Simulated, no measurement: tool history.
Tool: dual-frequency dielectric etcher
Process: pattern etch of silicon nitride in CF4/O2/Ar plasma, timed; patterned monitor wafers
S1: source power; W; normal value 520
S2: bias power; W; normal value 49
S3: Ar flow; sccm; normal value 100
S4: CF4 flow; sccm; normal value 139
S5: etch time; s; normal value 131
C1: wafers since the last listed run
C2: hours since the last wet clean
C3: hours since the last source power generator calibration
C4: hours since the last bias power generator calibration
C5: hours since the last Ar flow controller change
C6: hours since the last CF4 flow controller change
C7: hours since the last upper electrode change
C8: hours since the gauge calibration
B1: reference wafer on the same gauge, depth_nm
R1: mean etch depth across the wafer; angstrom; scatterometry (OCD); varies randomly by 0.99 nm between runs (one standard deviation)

Run 1, day 0: usual settings but S1 460 W; C1 0; C2 253.9; C3 2992.7; C4 1485.4; C5 4637.8; C6 5257; C7 2486.7; C8 94.6; B1 351.1. Result: R1 2507 angstrom.
Run 2, day 0.979: usual settings; C1 190; C2 277.4; C3 3016.2; C4 1508.9; C5 4661.3; C6 5280.5; C7 2510.2; C8 118.1; B1 350.9. Result: R1 2877 angstrom.
Run 3, day 2.088: usual settings but S4 152 sccm; C1 215; C2 304; C3 3042.8; C4 1535.5; C5 4687.9; C6 5307.1; C7 2536.8; C8 144.7; B1 351.2. Result: R1 2877 angstrom.
Run 4, day 3.262: usual settings but S4 152 sccm; C1 228; C2 332.2; C3 3071; C4 1563.7; C5 4716.1; C6 5335.3; C7 2565; C8 172.9; B1 350.8. Result: R1 2872 angstrom.
Run 5, day 4.383: usual settings but S4 152 sccm; C1 218; C2 359.1; C3 3097.9; C4 1590.6; C5 4743; C6 5362.2; C7 2591.9; C8 199.8; B1 350.8. Result: R1 2849 angstrom.
Run 6, day 5.704: usual settings but S5 146.5 s; C1 256; C2 390.8; C3 3129.6; C4 1622.3; C5 4774.7; C6 5393.9; C7 2623.6; C8 231.5; B1 351.1. Result: R1 3177 angstrom.
At day 6.871: CF4 flow controller replaced.
At day 7.883: upper electrode replaced.
Run 7, day 7.904: usual settings but S5 146.5 s; C1 184; C2 443.6; C3 3182.4; C4 1675.1; C5 4827.5; C6 24.8; C7 0.5; C8 284.3; B1 351. Result: R1 3144 angstrom.
Run 8, day 8.517: usual settings but S1 470 W, S2 44 W, S4 164 sccm, S5 94.5 s; C1 119; C2 458.3; C3 3197.1; C4 1689.8; C5 4842.2; C6 39.5; C7 15.2; C8 299; B1 351. Result: R1 1796 angstrom.
At day 10.204: wet clean of the chamber.
Run 9, day 10.225: usual settings but S5 146.5 s; C1 137; C2 0.5; C3 3238.1; C4 1730.8; C5 4883.2; C6 80.5; C7 56.2; C8 340; B1 351.2. Result: R1 3274 angstrom.
At day 10.471: bias power generator calibrated.
At day 10.571: Ar flow controller replaced.
Run 10, day 10.992: usual settings but S1 450 W, S5 158 s; C1 97; C2 18.9; C3 3256.5; C4 12.5; C5 10.1; C6 98.9; C7 74.6; C8 358.4; B1 351.1. Result: R1 3018 angstrom.
Run 11, day 12.442: usual settings but S4 166 sccm; C1 282; C2 53.7; C3 3291.3; C4 47.3; C5 44.9; C6 133.7; C7 109.4; C8 393.2; B1 350.7. Result: R1 2971 angstrom.
At day 12.629: source power generator calibrated.
At day 13.225: gauge calibrated.
Run 12, day 13.592: usual settings but S3 118 sccm, S4 122 sccm, S5 113 s; C1 191; C2 81.3; C3 23.1; C4 74.9; C5 72.5; C6 161.3; C7 137; C8 8.8; B1 350.9. Result: R1 2414 angstrom.
Run 13, day 14.992: usual settings but S4 152 sccm; C1 272; C2 114.9; C3 56.7; C4 108.5; C5 106.1; C6 194.9; C7 170.6; C8 42.4; B1 351.1. Result: R1 2933 angstrom.
Run 14, day 16.346: usual settings but S5 146.5 s; C1 263; C2 147.4; C3 89.2; C4 141; C5 138.6; C6 227.4; C7 203.1; C8 74.9; B1 351.1. Result: R1 3222 angstrom.
Run 15, day 17.392: usual settings but S1 560 W, S2 41 W; C1 203; C2 172.5; C3 114.3; C4 166.1; C5 163.7; C6 252.5; C7 228.2; C8 100; B1 350.9. Result: R1 2977 angstrom.

What would each run have given without the hidden state, its run-to-run variation left as it was?
What the log doesn't record here: etch rate over this chamber's usual, %; source power that arrives over what is set, %; bias power that arrives over what is set, %; Ar flow that arrives over what is set, %; CF4 flow that arrives over what is set, %; gauge reads high (%).
run    R1
  1  2567
  2  2953
  3  2962
  4  2966
  5  2952
  6  3304
  7  3289
  8  1882
  9  3281
 10  3030
 11  2994
 12  2441
 13  2976
 14  3281
 15  3041

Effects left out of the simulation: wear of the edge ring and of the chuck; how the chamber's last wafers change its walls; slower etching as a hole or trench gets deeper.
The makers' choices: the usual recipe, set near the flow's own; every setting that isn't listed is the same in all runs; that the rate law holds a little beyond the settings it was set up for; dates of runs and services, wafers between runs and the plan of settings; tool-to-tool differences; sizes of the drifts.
